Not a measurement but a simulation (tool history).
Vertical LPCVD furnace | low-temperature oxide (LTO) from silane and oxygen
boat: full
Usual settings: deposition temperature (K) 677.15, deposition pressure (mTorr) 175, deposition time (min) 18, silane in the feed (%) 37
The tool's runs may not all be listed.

run	day	deposition temperature (K)	deposition pressure (mTorr)	deposition time (min)	silane in the feed (%)	wafers since the last listed run	hours since the last temperature calibration	hours since the pressure gauge was zeroed	hours since the silane flow controller was replaced	hours since the gauge calibration	read-back reference wafer on the same gauge, thickness	film thickness on the monitor wafer in the middle of the boat (angstrom)
1	0	677.15	175	18	37	0	2082.7	4812.2	3189.7	337.2	129.88	1280.7
2	0.508	683.15	175	18	37	128	2094.9	4824.4	3201.9	349.4	130.09	1365.6
3	0.779	683.15	175	18	37	68	2101.4	4830.9	3208.4	355.9	130.04	1363.8
4	1.279	683.15	175	18	37	126	2113.4	4842.9	3220.4	367.9	130.07	1372.8
5	1.833	677.15	175	18	37	139	2126.7	4856.2	3233.7	381.2	130.01	1282.7
6	2.158	677.15	175	18	37	82	2134.5	4864	3241.5	389	129.94	1282.7
7	2.438	677.15	175	18	37	70	2141.2	4870.7	3248.2	395.7	129.89	1280.8
8	3.117	677.15	175	18	37	171	2157.5	4887	3264.5	412	130.03	1284
9	3.675	677.15	175	18	42	140	2170.9	4900.4	3277.9	425.4	130.03	1491.3
10	3.971	677.15	175	18	42	74	2178	4907.5	3285	432.5	129.96	1489.5
11	4.654	677.15	175	18	37	172	2194.4	4923.9	3301.4	448.9	130.03	1285
12	5.267	677.15	175	18	37	154	2209.1	4938.6	3316.1	463.6	130	1284.3
13	5.962	677.15	175	18	37	175	2225.8	4955.3	3332.8	480.3	129.92	1285.4
# day 6.938: gauge calibrated
# day 7.875: thermocouples replaced and temperature profile calibrated
14	8.104	677.15	175	18	37	288	5.5	5006.7	3384.2	28	130.03	1232.6
15	8.804	677.15	175	18	37	176	22.3	5023.5	3401	44.8	130.09	1235.3
# day 10.267: pressure gauge zeroed
# day 10.571: silane flow controller replaced
16	10.592	677.15	175	19.5	37	122	65.2	7.8	0.5	87.7	130.09	1339.2
17	10.75	677.15	175	18	37	39	69	11.6	4.3	91.5	130.07	1235.6
18	10.908	666.15	175	18	37	39	72.8	15.4	8.1	95.3	130.03	1089.5
19	11.446	677.15	175	18	37	135	85.7	28.3	21	108.2	129.99	1235.6
20	12.1	677.15	190	14	37	165	101.4	44	36.7	123.9	130	1045.5
21	12.729	681.15	175	18	35	158	116.5	59.1	51.8	139	129.93	1203.9
22	13.467	677.15	140	18	35	186	134.2	76.8	69.5	156.7	129.91	918.5
23	14.162	682.15	175	18	41	175	150.9	93.5	86.2	173.4	130.07	1478.2
24	14.546	677.15	175	18	37	96	160.1	102.7	95.4	182.6	130.04	1237.4
25	15.183	677.15	175	21.5	37	160	175.4	118	110.7	197.9	130.08	1477.7
26	15.879	671.15	150	18	37	175	192.1	134.7	127.4	214.6	130.04	991.8
27	16.6	686.15	140	18	37	181	209.4	152	144.7	231.9	130.02	1090.6
28	17.183	677.15	175	20	37	147	223.4	166	158.7	245.9	130.01	1372.2
29	17.612	677.15	210	18	40	108	233.7	176.3	169	256.2	129.92	1638.4
30	17.992	677.15	175	14	40	95	242.8	185.4	178.1	265.3	130.01	1055
31	18.408	677.15	175	18	37	105	252.8	195.4	188.1	275.3	130.04	1235.8
32	19.062	670.15	200	14	37	165	268.5	211.1	203.8	291	129.91	1016.6

3 ways to go on from here, each from the tool as it stands after run 32. What would each give?
A	19.225	677.15	175	18	39	41	272.4	215	207.7	294.9	?	?
B	19.225	686.15	175	18	37	41	272.4	215	207.7	294.9	?	?
C	19.225	671.15	185	11	44	41	272.4	215	207.7	294.9	?	?

run	read-back reference wafer on the same gauge, thickness	film thickness on the monitor wafer in the middle of the boat (angstrom)
A	130.03	1321
B	130.03	1365.4
C	130.03	917.4
Without the tool's hidden state the same runs would have given:
run	film thickness on the monitor wafer in the middle of the boat (angstrom)
A	1318.2
B	1362.6
C	915.5

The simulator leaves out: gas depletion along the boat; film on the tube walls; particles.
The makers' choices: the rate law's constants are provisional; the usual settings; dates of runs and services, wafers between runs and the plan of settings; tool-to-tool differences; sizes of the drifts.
